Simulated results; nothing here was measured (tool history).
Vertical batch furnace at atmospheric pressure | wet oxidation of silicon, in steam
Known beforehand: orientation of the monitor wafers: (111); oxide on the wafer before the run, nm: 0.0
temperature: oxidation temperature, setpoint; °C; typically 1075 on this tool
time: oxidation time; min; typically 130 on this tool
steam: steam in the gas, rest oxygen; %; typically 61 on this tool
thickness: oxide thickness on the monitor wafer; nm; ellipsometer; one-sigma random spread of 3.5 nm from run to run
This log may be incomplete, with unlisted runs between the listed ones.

run,hour,temperature,time,steam,"read-back reference wafer on the same gauge, thickness",thickness
1,0,1060,130,61,694.54,764.58
2,24.3,1075,163,61,693.79,910.47
3,75.5,1075,163,61,694.2,910.91
4,139,1075,130,61,694.06,807.91
5,174.7,1075,130,61,694.22,806.26
6,229.4,1075,130,61,693.88,805.99
7,276.6,1057,95.5,61,694.61,638.03
8,305.1,1075,130,67,693.58,838.91
9,349.6,1075,130,67,693.72,845.63
10,420.4,1075,130,67,694.49,850.24
11,490.7,1075,99.5,61,693.99,699.5
12,517.8,1075,99.5,61,694.14,696.76
13,567.4,1075,130,61,693.98,809.46
14,738.6,1075,130,61,694.84,803.58
15,766.4,1075,130,61,693.67,807.65
16,830.8,1075,130,61,694.12,803.68
17,878.7,1075,130,61,693.81,803.85
18,929.8,1075,130,61,693.62,807.12
19,994.7,1075,130,61,693.78,804.77
# hour 1093.6: thermocouples replaced and temperature profile calibrated
20,1164.5,1095,88,66,693.56,728.09
21,1194.4,1097,130,61,693.91,868.01
# hour 1247.6: steam generator serviced
22,1359.4,1075,69,61,693.94,565.54
23,1399.2,1092,172.5,68,694.5,1052.09
24,1435.3,1075,130,61,693.59,811.15
25,1491.6,1075,130,61,693.44,801.68
26,1562.9,1075,90,65,693.67,684.36
27,1602.9,1052,181.5,61,694.62,889.32
28,1631.9,1075,176,61,693.61,948.32
29,1686.7,1075,176,61,694.32,949.81
# hour 1720.7: gauge calibrated
30,1726.4,1095,130,61,694.11,865.02
31,1789.8,1055,184,61,693.37,906.39
32,1841.3,1075,169.5,69,695.08,991.96
33,1899,1075,99,61,693.98,695.35
34,1952.5,1075,189.5,61,694.32,987.55
35,2023,1057,95.5,61,694.58,633.11
36,2092.7,1061,79,56,694.25,555.2
37,2127,1075,130,70,695,871.04
38,2188.2,1082,185.5,61,693.79,993.71

For each run, what was the tool's unlogged condition?
true tube temperature minus thermocouple reading, K: 0 at every run
steam share off its setpoint, % of the setpoint: 0 at every run
gauge reads high (%): 0 at every run
